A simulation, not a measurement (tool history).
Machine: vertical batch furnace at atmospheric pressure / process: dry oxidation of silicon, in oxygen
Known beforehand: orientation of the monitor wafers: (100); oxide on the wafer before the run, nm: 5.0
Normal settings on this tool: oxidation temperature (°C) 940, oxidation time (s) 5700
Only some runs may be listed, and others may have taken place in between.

run,hour,oxidation temperature (°C),oxidation time (s),wafers since the last listed run,hours since the last temperature calibration,hours since the boat lift was adjusted,hours since the gauge calibration,"read-back reference wafer on the same gauge, thickness",oxide thickness on the monitor wafer (Å)
1,0,940,5040,0,3814.4,2165.7,611.3,37.33,336.4
2,66.1,940,6390,1031,3880.5,2231.8,677.4,37.27,393.2
3,118.3,940,5700,814,3932.7,2284,729.6,37.27,364.8
4,174.3,940,5700,873,3988.7,2340,785.6,37.33,365.8
5,212.6,940,5700,597,4027,2378.3,823.9,37.31,364.3
6,265.6,940,5700,826,4080,2431.3,876.9,37.35,364.2
7,289.9,940,5700,379,4104.3,2455.6,901.2,37.26,365.7
# hour 355.7: gauge calibrated
8,359.7,940,5700,1088,4174.1,2525.4,4,37.32,365.6
9,399.6,940,5700,622,4214,2565.3,43.9,37.31,363.4
10,455.5,940,7350,872,4269.9,2621.2,99.8,37.32,435
11,487.4,950,4680,497,4301.8,2653.1,131.7,37.28,354.5
12,511.8,940,3900,380,4326.2,2677.5,156.1,37.35,284.4
13,560.3,952,4470,756,4374.7,2726,204.6,37.32,352.1
14,604.1,940,5700,683,4418.5,2769.8,248.4,37.31,365.6
15,651.5,940,3420,739,4465.9,2817.2,295.8,37.29,262.1
16,687.6,940,5700,563,4502,2853.3,331.9,37.33,364.3
# hour 716.6: thermocouples replaced and temperature profile calibrated
# hour 743.7: boat lift adjusted
17,864,940,7620,2002,147.4,120.3,508.3,37.3,459.4
18,894.5,961,5700,475,177.9,150.8,538.8,37.32,463
19,939.4,929,6960,700,222.8,195.7,583.7,37.27,384.3
20,973.4,940,5700,530,256.8,229.7,617.7,37.32,375.4

Exercise: give the hidden state of the tool at every run:
true tube temperature minus thermocouple reading, K: 0 across all the runs
gauge reads high (%): 0 across all the runs
H1: monitor wafer colder than the profiled boat position, K
run,H1
1,3.77
2,3.8
3,3.82
4,3.84
5,3.86
6,3.87
7,3.88
8,3.9
9,3.92
10,3.93
11,3.94
12,3.95
13,3.96
14,3.97
15,3.98
16,3.99
17,0.745
18,0.856
19,1.01
20,1.13
